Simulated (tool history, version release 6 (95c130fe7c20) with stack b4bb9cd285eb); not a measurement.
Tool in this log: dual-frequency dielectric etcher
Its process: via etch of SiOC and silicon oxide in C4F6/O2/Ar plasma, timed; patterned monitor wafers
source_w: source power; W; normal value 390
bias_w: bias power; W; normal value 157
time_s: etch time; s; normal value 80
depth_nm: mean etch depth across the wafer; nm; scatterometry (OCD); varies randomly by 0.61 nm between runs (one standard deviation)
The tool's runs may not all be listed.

| run | hour | source_w | bias_w | time_s | read-back reference wafer on the same gauge, depth_nm | depth_nm |
|---|---|---|---|---|---|---|
| 1 | 0 | 390 | 157 | 80 | 90.2 | 89.8 |
| 2 | 64.1 | 390 | 157 | 80 | 90.4 | 88.9 |
| 3 | 135.5 | 390 | 157 | 80 | 89.8 | 89.7 |
| 4 | 196.3 | 390 | 157 | 80 | 89.9 | 89.2 |
| 5 | 260.3 | 390 | 157 | 80 | 90 | 88.8 |
| 6 | 310.7 | 390 | 157 | 80 | 90.2 | 89.4 |
|  | 421.2 | wet clean of the chamber |
| 7 | 421.7 | 390 | 157 | 80 | 89.9 | 88.6 |
|  | 421.8 | gauge calibrated |
| 8 | 450.4 | 390 | 157 | 80 | 90.2 | 89.4 |
| 9 | 489 | 390 | 188 | 80 | 90.1 | 96 |
| 10 | 566.3 | 440 | 157 | 102.5 | 90.2 | 121 |
| 11 | 750.6 | 390 | 157 | 63.5 | 90.1 | 71.5 |
|  | 812.4 | upper electrode replaced |
|  | 819.9 | bias power generator calibrated |
| 12 | 833.1 | 440 | 137 | 80 | 90 | 88.8 |
| 13 | 874.7 | 440 | 132 | 64.5 | 90.1 | 71.5 |
|  | 912 | wet clean of the chamber |
| 14 | 943.7 | 340 | 147 | 99 | 89.9 | 102.6 |
|  | 953.5 | source power generator calibrated |
| 15 | 1037.2 | 490 | 191 | 93.5 | 90 | 126 |
| 16 | 1133.3 | 390 | 157 | 80 | 90.2 | 89.5 |
| 17 | 1176.5 | 390 | 157 | 80 | 89.9 | 89.5 |
| 18 | 1261 | 390 | 184 | 80 | 90 | 95.1 |
|  | 1327 | wet clean of the chamber |
| 19 | 1337.4 | 390 | 157 | 80 | 90.1 | 90.7 |

4 options for the next run, each taken on its own from the tool as it stands now. Forecast them:
| A | 1337.8 | 390 | 157 | 69 | ? | ? |
| B | 1337.8 | 390 | 120 | 80 | ? | ? |
| C | 1337.8 | 470 | 139 | 58.5 | ? | ? |
| D | 1337.8 | 490 | 134 | 63 | ? | ? |

| run | read-back reference wafer on the same gauge, depth_nm | depth_nm |
|---|---|---|
| A | 90.2 | 76.9 |
| B | 90.2 | 80.1 |
| C | 90.2 | 67.1 |
| D | 90.2 | 72.5 |
The same runs, with their run-to-run variation unchanged, on a tool lacking any hidden condition would have given:
| run | depth_nm |
|---|---|
| A | 76.9 |
| B | 80.1 |
| C | 67.1 |
| D | 72.5 |

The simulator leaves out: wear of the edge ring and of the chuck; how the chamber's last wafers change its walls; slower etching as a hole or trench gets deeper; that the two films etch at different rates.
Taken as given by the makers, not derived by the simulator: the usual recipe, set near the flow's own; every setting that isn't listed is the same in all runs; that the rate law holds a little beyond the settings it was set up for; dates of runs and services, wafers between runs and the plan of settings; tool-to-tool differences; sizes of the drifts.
